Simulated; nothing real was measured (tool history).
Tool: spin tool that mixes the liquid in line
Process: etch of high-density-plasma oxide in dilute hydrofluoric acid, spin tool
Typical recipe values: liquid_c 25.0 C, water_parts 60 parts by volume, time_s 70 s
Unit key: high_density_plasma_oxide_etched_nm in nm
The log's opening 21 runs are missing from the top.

run,hour,liquid_c,water_parts,time_s,wafers since the last listed run,hours since the thermometer was replaced,hours since the hydrofluoric acid flow meter was replaced,hours since the gauge calibration,"read-back film thickness of the high-density-plasma oxide reference wafer, read on the same gauge (nm)",high_density_plasma_oxide_etched_nm
22,518.1,25.0,60,70,1094,149.0,292.2,141.0,89.99,7.57
23,542.2,25.0,60,50,365,173.1,316.3,165.1,90.00,5.44
24,565.6,25.0,45,70,355,196.5,339.7,188.5,90.02,10.34
25,586.9,20.0,40,35,323,217.8,361.0,209.8,90.01,4.82
26,602.1,28.0,75,60,230,233.0,376.2,225.0,89.94,5.70
27,633.9,25.0,60,70,482,264.8,408.0,256.8,89.97,7.60
28,659.1,20.0,40,40,382,290.0,433.2,282.0,90.06,5.45
29,686.1,25.0,85,70,409,317.0,460.2,309.0,89.99,5.23
30,723.2,25.0,60,70,563,354.1,497.3,346.1,89.97,7.53
31,752.9,25.0,60,30,450,383.8,527.0,375.8,90.03,3.27
32,766.6,26.5,30,70,207,397.5,540.7,389.5,90.00,16.94
33,787.7,29.0,35,35,320,418.6,561.8,410.6,90.02,7.96

Predict each of these 3 candidate next runs independently; none follows another, all start after run 33:
A,788.1,25.0,60,70,6,419.0,562.2,411.0,?,?
B,788.1,28.5,60,55,6,419.0,562.2,411.0,?,?
C,788.1,29.5,70,30,6,419.0,562.2,411.0,?,?

run,"read-back film thickness of the high-density-plasma oxide reference wafer, read on the same gauge (nm)",high_density_plasma_oxide_etched_nm
A,89.97,7.63
B,89.97,6.90
C,89.97,3.30
What these runs would have given with no unlogged condition in the tool:
run,high_density_plasma_oxide_etched_nm
A,7.63
B,6.90
C,3.30
